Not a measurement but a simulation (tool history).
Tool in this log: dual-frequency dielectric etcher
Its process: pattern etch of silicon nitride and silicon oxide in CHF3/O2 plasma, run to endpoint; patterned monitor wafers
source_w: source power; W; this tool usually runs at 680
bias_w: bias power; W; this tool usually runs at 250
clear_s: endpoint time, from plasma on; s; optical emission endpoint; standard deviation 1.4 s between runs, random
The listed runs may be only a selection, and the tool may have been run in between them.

| run | hour | source_w | bias_w | incoming incoming film thickness, nm | clear_s |
|---|---|---|---|---|---|
| 1 | 0.0 | 680 | 250 | 302.1 | 199.7 |
|  | 98.8 | wet clean of the chamber |
| 2 | 104.1 | 680 | 250 | 303.9 | 194.2 |
| 3 | 167.6 | 680 | 250 | 301.2 | 190.4 |
| 4 | 240.3 | 680 | 250 | 303.6 | 196.8 |
| 5 | 319.7 | 680 | 289 | 302.1 | 185.6 |
| 6 | 365.6 | 680 | 289 | 304.6 | 191.4 |
| 7 | 451.6 | 680 | 280 | 302.6 | 190.6 |
| 8 | 509.1 | 680 | 250 | 300.7 | 199.3 |
|  | 551.8 | wet clean of the chamber |
| 9 | 589.2 | 680 | 214 | 303.3 | 204.4 |
| 10 | 642.2 | 680 | 214 | 302.1 | 205.0 |
| 11 | 702.0 | 680 | 214 | 299.1 | 201.9 |
| 12 | 767.7 | 580 | 250 | 303.5 | 208.5 |
| 13 | 871.6 | 680 | 278 | 306.0 | 195.0 |
| 14 | 939.0 | 680 | 250 | 301.6 | 201.5 |
| 15 | 1046.1 | 680 | 250 | 304.0 | 205.8 |
|  | 1130.5 | wet clean of the chamber |
| 16 | 1131.0 | 680 | 250 | 300.9 | 192.3 |
| 17 | 1206.1 | 680 | 250 | 300.8 | 192.8 |
| 18 | 1443.7 | 680 | 250 | 301.9 | 196.1 |
| 19 | 1512.8 | 680 | 250 | 303.7 | 200.8 |
|  | 1587.6 | bias power generator calibrated |
|  | 1611.7 | wet clean of the chamber |
| 20 | 1669.6 | 840 | 250 | 302.2 | 181.6 |
|  | 1744.4 | upper electrode replaced |
| 21 | 1744.9 | 770 | 295 | 301.9 | 175.5 |
| 22 | 1787.0 | 740 | 250 | 300.2 | 188.5 |
| 23 | 1831.9 | 580 | 303 | 301.1 | 194.8 |
|  | 1887.0 | source power generator calibrated |
| 24 | 1909.9 | 680 | 250 | 303.6 | 200.7 |
| 25 | 1946.2 | 840 | 288 | 302.6 | 177.2 |
| 26 | 2004.1 | 520 | 234 | 301.5 | 222.2 |
|  | 2079.0 | wet clean of the chamber |
| 27 | 2079.5 | 750 | 285 | 303.8 | 181.2 |
| 28 | 2167.7 | 680 | 284 | 302.1 | 189.6 |
| 29 | 2204.4 | 570 | 250 | 305.3 | 211.9 |
| 30 | 2301.1 | 680 | 250 | 303.6 | 200.3 |
| 31 | 2378.1 | 630 | 250 | 303.3 | 207.3 |
| 32 | 2449.3 | 680 | 250 | 303.5 | 202.2 |
|  | 2554.1 | wet clean of the chamber |
| 33 | 2554.6 | 800 | 293 | 305.5 | 172.7 |
| 34 | 2650.7 | 680 | 227 | 302.4 | 202.6 |

5 ways to go on from here, each from the tool as it stands after run 34. What would each give?
| A | 2651.2 | 730 | 250 | 301.9 | ? |
| B | 2651.2 | 580 | 217 | 301.9 | ? |
| C | 2651.2 | 570 | 305 | 301.9 | ? |
| D | 2651.2 | 750 | 201 | 301.9 | ? |
| E | 2651.2 | 830 | 212 | 301.9 | ? |

| run | clear_s |
|---|---|
| A | 188.5 |
| B | 213.4 |
| C | 192.0 |
| D | 199.8 |
| E | 189.7 |
Had the tool no hidden state, the same runs would have come out as:
| run | clear_s |
|---|---|
| A | 185.8 |
| B | 210.4 |
| C | 189.3 |
| D | 197.0 |
| E | 187.0 |

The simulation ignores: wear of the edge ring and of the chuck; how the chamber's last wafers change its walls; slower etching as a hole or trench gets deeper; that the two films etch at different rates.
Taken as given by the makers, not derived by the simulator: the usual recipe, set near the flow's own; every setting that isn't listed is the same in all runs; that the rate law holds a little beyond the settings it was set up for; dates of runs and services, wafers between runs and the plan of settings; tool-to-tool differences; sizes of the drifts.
